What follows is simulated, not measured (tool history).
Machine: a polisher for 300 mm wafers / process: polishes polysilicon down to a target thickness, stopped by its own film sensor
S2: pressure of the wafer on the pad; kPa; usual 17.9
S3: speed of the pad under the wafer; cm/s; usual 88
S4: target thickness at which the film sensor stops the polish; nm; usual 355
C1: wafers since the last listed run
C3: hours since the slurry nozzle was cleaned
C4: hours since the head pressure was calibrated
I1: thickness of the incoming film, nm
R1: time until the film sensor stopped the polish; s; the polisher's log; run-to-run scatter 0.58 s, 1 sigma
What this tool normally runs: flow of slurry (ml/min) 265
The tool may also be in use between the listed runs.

Run 1, hour 0.0: usual settings but S2 22.1 kPa; C1 0; wafers polished on this pad 708; C3 502.6; C4 686.5; I1 700.5. Result: R1 42.7 s.
At hour 40.7: worn pad replaced by a new one.
Run 2, hour 122.0: usual settings but S2 22.1 kPa; C1 1055; wafers polished on this pad 726; C3 624.6; C4 808.5; I1 708.1. Result: R1 44.1 s.
Run 3, hour 149.9: usual settings but S4 270 nm; C1 249; wafers polished on this pad 976; C3 652.5; C4 836.4; I1 710.0. Result: R1 65.5 s.
At hour 186.2: worn pad replaced by a new one.
Run 4, hour 187.7: usual settings but S4 270 nm; C1 302; wafers polished on this pad 13; C3 690.3; C4 874.2; I1 704.4. Result: R1 62.0 s.
Run 5, hour 237.9: usual settings but S2 13.1 kPa, S4 297 nm; C1 449; wafers polished on this pad 462; C3 740.5; C4 924.4; I1 715.0. Result: R1 82.3 s.
Run 6, hour 281.3: usual settings but S2 13.1 kPa, S4 297 nm; C1 388; wafers polished on this pad 851; C3 783.9; C4 967.8; I1 711.7. Result: R1 81.0 s.
At hour 313.4: worn pad replaced by a new one.
Run 7, hour 317.3: usual settings but S2 14.5 kPa; C1 286; wafers polished on this pad 34; C3 819.9; C4 1003.8; I1 710.2. Result: R1 62.3 s.

Run 8 comes next. What will it give?
Run 8, hour 349.6: usual settings but flow of slurry (ml/min) 190, S2 20.7 kPa, S3 104 cm/s; C1 288; wafers polished on this pad 323; C3 852.2; C4 1036.1; I1 704.6. Result: R1 ?.

R1: 39.5 s
Were there no unlogged condition in the tool, this run, its random variation unchanged, would have produced R1 37.7 s.

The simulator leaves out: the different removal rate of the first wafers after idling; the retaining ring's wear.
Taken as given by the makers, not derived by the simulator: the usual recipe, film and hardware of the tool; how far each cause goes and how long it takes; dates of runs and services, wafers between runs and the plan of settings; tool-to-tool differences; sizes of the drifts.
